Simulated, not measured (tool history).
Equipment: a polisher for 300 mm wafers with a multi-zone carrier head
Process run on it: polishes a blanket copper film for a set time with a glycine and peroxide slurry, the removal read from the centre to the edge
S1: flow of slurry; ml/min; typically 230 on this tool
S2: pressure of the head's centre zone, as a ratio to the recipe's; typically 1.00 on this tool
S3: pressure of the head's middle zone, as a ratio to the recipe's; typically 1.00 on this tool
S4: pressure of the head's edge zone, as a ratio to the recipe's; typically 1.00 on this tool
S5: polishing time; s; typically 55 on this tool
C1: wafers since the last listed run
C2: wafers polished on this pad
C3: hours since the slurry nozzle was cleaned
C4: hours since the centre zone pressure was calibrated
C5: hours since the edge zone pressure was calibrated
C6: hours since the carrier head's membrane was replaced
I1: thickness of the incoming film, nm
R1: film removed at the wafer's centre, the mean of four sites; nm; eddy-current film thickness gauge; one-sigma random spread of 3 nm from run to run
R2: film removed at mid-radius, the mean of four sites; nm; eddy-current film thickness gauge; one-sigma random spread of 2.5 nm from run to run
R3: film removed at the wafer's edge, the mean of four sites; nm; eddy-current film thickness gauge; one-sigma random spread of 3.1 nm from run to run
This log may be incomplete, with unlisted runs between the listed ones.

{"run": 1, "day": 0.0, "S1": 230, "S2": 1.0, "S3": 1.0, "S4": 1.0, "S5": 55, "C1": 0, "C2": 11, "C3": 2.2, "C4": 45.2, "C5": 292.8, "C6": 1431.4, "I1": 1750.2, "R1": 262.1, "R2": 257.5, "R3": 255.8}
{"run": 2, "day": 2.458, "S1": 230, "S2": 1.0, "S3": 1.0, "S4": 1.0, "S5": 55, "C1": 438, "C2": 450, "C3": 61.2, "C4": 104.2, "C5": 351.8, "C6": 1490.4, "I1": 1703.0, "R1": 256.3, "R2": 253.2, "R3": 244.9}
{"run": 3, "day": 4.892, "S1": 230, "S2": 1.0, "S3": 1.0, "S4": 1.0, "S5": 55, "C1": 434, "C2": 885, "C3": 119.6, "C4": 162.6, "C5": 410.2, "C6": 1548.8, "I1": 1717.6, "R1": 245.2, "R2": 241.0, "R3": 239.6}
{"day": 8.729, "done": "slurry nozzle cleaned"}
{"day": 9.288, "done": "worn pad replaced by a new one"}
{"run": 4, "day": 9.492, "S1": 230, "S2": 1.0, "S3": 1.0, "S4": 1.0, "S5": 55, "C1": 784, "C2": 36, "C3": 18.3, "C4": 273.0, "C5": 520.6, "C6": 1659.2, "I1": 1718.9, "R1": 255.9, "R2": 259.0, "R3": 254.8}
{"run": 5, "day": 10.767, "S1": 230, "S2": 1.0, "S3": 1.0, "S4": 1.0, "S5": 55, "C1": 227, "C2": 264, "C3": 48.9, "C4": 303.6, "C5": 551.2, "C6": 1689.8, "I1": 1724.6, "R1": 253.7, "R2": 253.1, "R3": 253.6}
{"run": 6, "day": 11.879, "S1": 230, "S2": 1.0, "S3": 1.0, "S4": 1.0, "S5": 55, "C1": 198, "C2": 462, "C3": 75.6, "C4": 330.3, "C5": 577.9, "C6": 1716.5, "I1": 1762.4, "R1": 245.7, "R2": 249.7, "R3": 245.3}
{"run": 7, "day": 13.325, "S1": 230, "S2": 1.0, "S3": 1.0, "S4": 1.0, "S5": 55, "C1": 258, "C2": 720, "C3": 110.3, "C4": 365.0, "C5": 612.6, "C6": 1751.2, "I1": 1720.0, "R1": 240.4, "R2": 245.5, "R3": 243.0}
{"day": 14.892, "done": "carrier head's membrane replaced by a new one"}
{"day": 15.133, "done": "edge zone pressure recalibrated"}
{"run": 8, "day": 15.171, "S1": 230, "S2": 1.0, "S3": 1.0, "S4": 1.0, "S5": 55, "C1": 277, "C2": 998, "C3": 154.6, "C4": 409.3, "C5": 0.9, "C6": 6.7, "I1": 1744.8, "R1": 236.0, "R2": 247.2, "R3": 238.2}
{"run": 9, "day": 16.533, "S1": 230, "S2": 1.0, "S3": 1.0, "S4": 1.0, "S5": 55, "C1": 243, "C2": 1241, "C3": 187.3, "C4": 442.0, "C5": 33.6, "C6": 39.4, "I1": 1733.5, "R1": 230.2, "R2": 238.7, "R3": 240.1}
{"day": 16.604, "done": "slurry nozzle cleaned"}
{"day": 17.196, "done": "worn pad replaced by a new one"}
{"run": 10, "day": 18.092, "S1": 175, "S2": 1.0, "S3": 1.0, "S4": 1.0, "S5": 55, "C1": 241, "C2": 159, "C3": 35.7, "C4": 479.4, "C5": 71.0, "C6": 76.8, "I1": 1711.4, "R1": 237.7, "R2": 247.7, "R3": 248.4}
{"run": 11, "day": 20.546, "S1": 230, "S2": 1.07, "S3": 1.0, "S4": 1.0, "S5": 62, "C1": 438, "C2": 598, "C3": 94.6, "C4": 538.3, "C5": 129.9, "C6": 135.7, "I1": 1733.9, "R1": 282.0, "R2": 271.8, "R3": 281.0}
{"run": 12, "day": 22.271, "S1": 160, "S2": 1.0, "S3": 1.0, "S4": 1.12, "S5": 41, "C1": 307, "C2": 906, "C3": 136.0, "C4": 579.7, "C5": 171.3, "C6": 177.1, "I1": 1763.9, "R1": 160.9, "R2": 176.3, "R3": 183.9}
{"run": 13, "day": 24.742, "S1": 190, "S2": 1.0, "S3": 1.0, "S4": 0.92, "S5": 55, "C1": 441, "C2": 1347, "C3": 195.3, "C4": 639.0, "C5": 230.6, "C6": 236.4, "I1": 1764.4, "R1": 211.3, "R2": 234.9, "R3": 229.2}
{"day": 25.512, "done": "centre zone pressure recalibrated"}
{"day": 26.062, "done": "slurry nozzle cleaned"}
{"day": 26.712, "done": "worn pad replaced by a new one"}
{"run": 14, "day": 27.354, "S1": 230, "S2": 1.0, "S3": 1.0, "S4": 1.0, "S5": 55, "C1": 414, "C2": 114, "C3": 31.0, "C4": 44.2, "C5": 293.3, "C6": 299.1, "I1": 1775.4, "R1": 262.8, "R2": 256.2, "R3": 254.8}
{"run": 15, "day": 28.996, "S1": 230, "S2": 1.0, "S3": 0.96, "S4": 1.0, "S5": 55, "C1": 293, "C2": 407, "C3": 70.4, "C4": 83.6, "C5": 332.7, "C6": 338.5, "I1": 1752.3, "R1": 252.4, "R2": 246.4, "R3": 243.7}
{"run": 16, "day": 31.133, "S1": 205, "S2": 1.0, "S3": 1.0, "S4": 1.0, "S5": 55, "C1": 381, "C2": 789, "C3": 121.7, "C4": 134.9, "C5": 384.0, "C6": 389.8, "I1": 1767.8, "R1": 245.6, "R2": 240.6, "R3": 243.3}
{"run": 17, "day": 33.779, "S1": 185, "S2": 1.0, "S3": 1.0, "S4": 0.92, "S5": 55, "C1": 472, "C2": 1261, "C3": 185.2, "C4": 198.4, "C5": 447.5, "C6": 453.3, "I1": 1762.3, "R1": 235.7, "R2": 230.1, "R3": 226.5}
{"day": 35.496, "done": "worn pad replaced by a new one"}
{"run": 18, "day": 35.517, "S1": 275, "S2": 0.94, "S3": 1.0, "S4": 0.9, "S5": 55, "C1": 280, "C2": 3, "C3": 226.9, "C4": 240.1, "C5": 489.2, "C6": 495.0, "I1": 1768.1, "R1": 244.3, "R2": 261.8, "R3": 245.2}
{"day": 36.242, "done": "slurry nozzle cleaned"}
{"run": 19, "day": 37.929, "S1": 230, "S2": 1.0, "S3": 1.0, "S4": 1.0, "S5": 55, "C1": 423, "C2": 426, "C3": 40.5, "C4": 298.0, "C5": 547.1, "C6": 552.9, "I1": 1752.4, "R1": 247.7, "R2": 253.0, "R3": 254.1}
{"run": 20, "day": 40.571, "S1": 275, "S2": 1.0, "S3": 1.09, "S4": 0.92, "S5": 48, "C1": 471, "C2": 898, "C3": 103.9, "C4": 361.4, "C5": 610.5, "C6": 616.3, "I1": 1765.1, "R1": 212.0, "R2": 224.3, "R3": 207.3}
{"run": 21, "day": 41.929, "S1": 230, "S2": 1.0, "S3": 1.0, "S4": 1.0, "S5": 55, "C1": 242, "C2": 1140, "C3": 136.5, "C4": 394.0, "C5": 643.1, "C6": 648.9, "I1": 1753.5, "R1": 237.6, "R2": 241.4, "R3": 241.6}

How the hidden state differs across the entries between the runs, from the last listed run before each to the first after it:
Runs 3 to 4: slurry nozzle cleaned (day 8.729); worn pad replaced by a new one (day 9.288)
  removal rate lost through wear of the pad, %: 5.66 -> 0.464; deviation of the centre zone's pressure from its setpoint, %: -0.857 -> -2.8
  difference, measured minus the result without the unlogged condition, R1: -16.8 -> -8.4 nm; R2: -14.4 -> -1.2 nm; R3: -14.4 -> -1.2 nm
Runs 7 to 8: carrier head's membrane replaced by a new one (day 14.892); edge zone pressure recalibrated (day 15.133)
  removal rate lost through wear of the pad, %: 4.3 -> 6.15; deviation of the centre zone's pressure from its setpoint, %: -4.42 -> -5.2
  difference, measured minus the result without the unlogged condition, R1: -22.0 -> -28.8 nm; R2: -11.0 -> -16.1 nm; R3: -11.0 -> -15.6 nm
Runs 9 to 10: slurry nozzle cleaned (day 16.604); worn pad replaced by a new one (day 17.196)
  removal rate lost through wear of the pad, %: 7.51 -> 1.65; deviation of the centre zone's pressure from its setpoint, %: -5.78 -> -6.44
  difference, measured minus the result without the unlogged condition, R1: -33.4 -> -20.0 nm; R2: -19.3 -> -4.1 nm; R3: -19.5 -> -4.2 nm
Runs 13 to 14: centre zone pressure recalibrated (day 25.512); slurry nozzle cleaned (day 26.062); worn pad replaced by a new one (day 26.712)
  removal rate lost through wear of the pad, %: 8.31 -> 1.4; deviation of the centre zone's pressure from its setpoint, %: -9.25 -> 0.928
  difference, measured minus the result without the unlogged condition, R1: -41.8 -> -1.4 nm; R2: -21.1 -> -3.6 nm; R3: -20.8 -> -3.7 nm
Runs 17 to 18: worn pad replaced by a new one (day 35.496)
  removal rate lost through wear of the pad, %: 7.83 -> 0.121; deviation of the centre zone's pressure from its setpoint, %: -1.79 -> -2.52
  difference, measured minus the result without the unlogged condition, R1: -24.6 -> -6.4 nm; R2: -19.6 -> -0.3 nm; R3: -19.2 -> -0.3 nm
Runs 18 to 19: slurry nozzle cleaned (day 36.242)
  removal rate lost through wear of the pad, %: 0.121 -> 2.54; deviation of the centre zone's pressure from its setpoint, %: -2.52 -> -3.54
  difference, measured minus the result without the unlogged condition, R1: -6.4 -> -15.4 nm; R2: -0.3 -> -6.5 nm; R3: -0.3 -> -6.6 nm
